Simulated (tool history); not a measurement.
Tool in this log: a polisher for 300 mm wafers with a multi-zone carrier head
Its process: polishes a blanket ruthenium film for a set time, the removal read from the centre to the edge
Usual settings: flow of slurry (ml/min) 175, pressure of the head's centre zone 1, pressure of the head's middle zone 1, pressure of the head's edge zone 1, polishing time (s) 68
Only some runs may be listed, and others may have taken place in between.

run	hour	flow of slurry (ml/min)	pressure of the head's centre zone	pressure of the head's middle zone	pressure of the head's edge zone	polishing time (s)	incoming thickness of the incoming film, nm	film removed at the wafer's centre (Å)	film removed at mid-radius (Å)	film removed at the wafer's edge (Å)
1	0	175	1	1	0.97	68	273.5	825	805	760
2	54.8	155	1.04	0.96	1	82	264.9	976	950	928
# hour 128.5: centre zone pressure recalibrated
# hour 250.2: edge zone pressure recalibrated
3	353.3	175	1	1	1	68	271.3	774	787	778
# hour 475.5: slurry nozzle cleaned
4	517.1	175	1	1	1	68	267.8	739	756	745
# hour 574.8: worn pad replaced by a new one
5	619.6	195	1.1	0.92	1	68	271.6	921	795	809
6	721.5	235	1	1	0.91	68	272	864	849	786
7	775.6	175	1.05	0.96	1	68	266.6	863	791	819
# hour 806.6: centre zone pressure recalibrated
# hour 820.3: carrier head's membrane replaced by a new one
8	856.9	175	1	1	1	68	268.5	824	830	805
9	919.5	175	0.9	1	0.88	68	267.9	731	802	746
10	956.6	175	1	1	1	68	267.3	803	809	789
11	1034.7	175	1	1	1	68	269.9	796	795	795
# hour 1099.8: edge zone pressure recalibrated
12	1112.3	140	1	1.05	1	68	270.4	753	783	767
13	1178	230	0.94	1	1.09	68	268.6	770	839	803
# hour 1229.9: slurry nozzle cleaned
14	1269	145	1.05	1.07	1.1	68	271.3	761	776	771
# hour 1312.6: worn pad replaced by a new one
15	1342	175	1	1	0.95	68	272.6	834	838	799
16	1384.8	175	1	1	1.09	68	272.2	833	806	858
# hour 1474.2: centre zone pressure recalibrated
17	1475	175	1	1.05	0.94	68	269.6	807	835	781
18	1556.1	175	0.91	0.96	1	68	270.7	728	788	786
19	1630.9	175	1.05	0.96	1	68	266.2	835	790	791
20	1687.1	135	1.09	0.89	1	68	266.9	834	688	758
21	1741.7	175	1	1	1	68	271.5	788	801	797
22	1839.2	175	1	1	1.04	68	272.2	780	792	780

What if the next run were any one of these 4? Each begins from the tool's condition after run 22:
A	1839.6	175	1	1	1	78	271.9	?	?	?
B	1839.6	175	1	1	1.08	68	271.9	?	?	?
C	1839.6	175	1	0.9	1.06	78	271.9	?	?	?
D	1839.6	130	0.88	1.09	1	47	271.9	?	?	?

run	film removed at the wafer's centre (Å)	film removed at mid-radius (Å)	film removed at the wafer's edge (Å)
A	915	902	920
B	798	786	830
C	914	839	945
D	451	542	529
Without the tool's unlogged condition, the same runs would have read:
run	film removed at the wafer's centre (Å)	film removed at mid-radius (Å)	film removed at the wafer's edge (Å)
A	959	945	964
B	836	824	869
C	958	879	990
D	472	567	554
